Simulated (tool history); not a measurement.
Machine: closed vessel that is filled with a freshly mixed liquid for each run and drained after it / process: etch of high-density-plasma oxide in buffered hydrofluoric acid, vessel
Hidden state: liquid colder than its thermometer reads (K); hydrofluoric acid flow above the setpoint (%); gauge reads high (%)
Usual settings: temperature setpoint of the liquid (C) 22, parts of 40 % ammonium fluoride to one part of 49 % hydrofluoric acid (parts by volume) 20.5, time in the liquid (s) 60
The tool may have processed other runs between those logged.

run	hour	temperature setpoint of the liquid (C)	parts of 40 % ammonium fluoride to one part of 49 % hydrofluoric acid (parts by volume)	time in the liquid (s)	wafers since the last listed run	hours since the thermometer was replaced	hours since the hydrofluoric acid flow meter was replaced	hours since the gauge calibration	read-back film thickness of the high-density-plasma oxide reference wafer, read on the same gauge (nm)	thickness taken off the high-density-plasma oxide on a monitor wafer (nm)
1	0	22	20.5	60	0	574.1	406.9	73	30.01	34.84
2	9.8	22	16	40	729	583.9	416.7	82.8	30.01	29.64
3	22.5	22	16	40	945	596.6	429.4	95.5	29.99	29.65
4	36.4	22	16	40	1034	610.5	443.3	109.4	30.02	29.69
5	44.4	22	20.5	60	595	618.5	451.3	117.4	30.03	34.77
6	56.6	22	20.5	60	908	630.7	463.5	129.6	30.03	34.8
# hour 65.6: hydrofluoric acid flow meter replaced
7	68.6	22	20.5	80	818	642.7	3	141.6	30.02	41.17
8	82.6	26	24.5	40	1042	656.7	17	155.6	29.99	22.64
9	94.8	22	14	30	908	668.9	29.2	167.8	29.97	22.46
# hour 99.2: gauge calibrated
# hour 101.9: thermometer replaced
10	106.1	19.5	14	75	766	4.2	40.5	6.9	30.03	55.41
11	117.2	24.5	25	80	826	15.3	51.6	18	29.98	47.45
12	129.5	22	20.5	60	915	27.6	63.9	30.3	30.03	35.58
13	135.6	23.5	17	60	454	33.7	70	36.4	30	46.05
14	141.8	22	20.5	60	461	39.9	76.2	42.6	29.98	35.27
15	151.2	25.5	17	75	699	49.3	85.6	52	30	64.22

Predict each of these 5 candidate next runs independently; none follows another, all start after run 15:
A	151.9	17.5	20.5	60	52	50	86.3	52.7	?	?
B	151.9	17	14	45	52	50	86.3	52.7	?	?
C	151.9	22	16	60	52	50	86.3	52.7	?	?
D	151.9	18	20.5	75	52	50	86.3	52.7	?	?
E	151.9	19	15.5	35	52	50	86.3	52.7	?	?

run	read-back film thickness of the high-density-plasma oxide reference wafer, read on the same gauge (nm)	thickness taken off the high-density-plasma oxide on a monitor wafer (nm)
A	29.98	27.7
B	29.98	29.41
C	29.98	45.59
D	29.98	35.63
E	29.98	23.19
Without the tool's unlogged condition, the same runs would have read:
run	thickness taken off the high-density-plasma oxide on a monitor wafer (nm)
A	27.91
B	29.42
C	45.57
D	35.89
E	23.19
